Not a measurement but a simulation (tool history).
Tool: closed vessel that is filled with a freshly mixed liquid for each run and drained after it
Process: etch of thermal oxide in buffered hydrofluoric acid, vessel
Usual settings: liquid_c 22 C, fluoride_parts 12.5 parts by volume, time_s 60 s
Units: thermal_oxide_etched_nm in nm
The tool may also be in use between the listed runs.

run	hour	liquid_c	fluoride_parts	time_s	read-back film thickness of the thermal oxide reference wafer, read on the same gauge (nm)	thermal_oxide_etched_nm
1	0	22	12.5	60	70.01	41.68
2	31.5	22	12.5	60	69.99	41.8
3	62.2	22	12.5	60	70	41.5
4	81.2	22	12.5	70	69.95	49.32
5	94.6	22	12.5	60	69.99	41.47
6	128.7	25.5	10.5	60	70.01	59.77
7	143.1	25.5	10.5	60	69.97	59.49
8	176.4	22	12.5	85	69.97	59.36
9	210	22	12.5	85	69.98	58.23
10	225	22	12.5	60	70.01	41.56
11	253.5	22	12.5	60	70	41.16
# hour 259.1: gauge calibrated
12	285.5	22	12.5	60	69.99	40.61
13	307.7	22	15.5	60	69.99	33.61
14	338.2	22	15.5	60	69.95	33.47
# hour 340.2: hydrofluoric acid flow meter replaced
15	360.3	22	12.5	45	69.99	30.71
# hour 373.3: thermometer replaced
16	394.9	22	12.5	45	70.04	34.96
17	423.3	22	10.5	60	70.05	55.2
18	458.8	18.5	10.5	80	69.98	61.01
19	479.3	22	9	60	69.98	61.28
20	506.6	22	15	90	69.99	58.42
21	533.4	25.5	12.5	30	70.04	28.09
22	563	22	12.5	60	70.02	46.31
23	576.1	22	12.5	50	69.97	38.28
24	607.8	22	12.5	60	70.02	46.27
25	623.5	18	9	60	69.98	48.77
26	659.4	19.5	15.5	90	69.98	48.59
# hour 721.9: gauge calibrated
27	747.3	20	12.5	60	69.99	40.91
28	780.1	22	12.5	60	69.94	45.53
29	795.2	18.5	10	85	70.02	65.44

The next listed run, before its measurement:
30	816.4	22	12.5	60	?	?

{"run 30": {"read-back film thickness of the thermal oxide reference wafer, read on the same gauge (nm)": 69.98, "thermal_oxide_etched_nm": 45.54}}
Without the tool's hidden state the same run would have given thermal_oxide_etched_nm 47 nm.
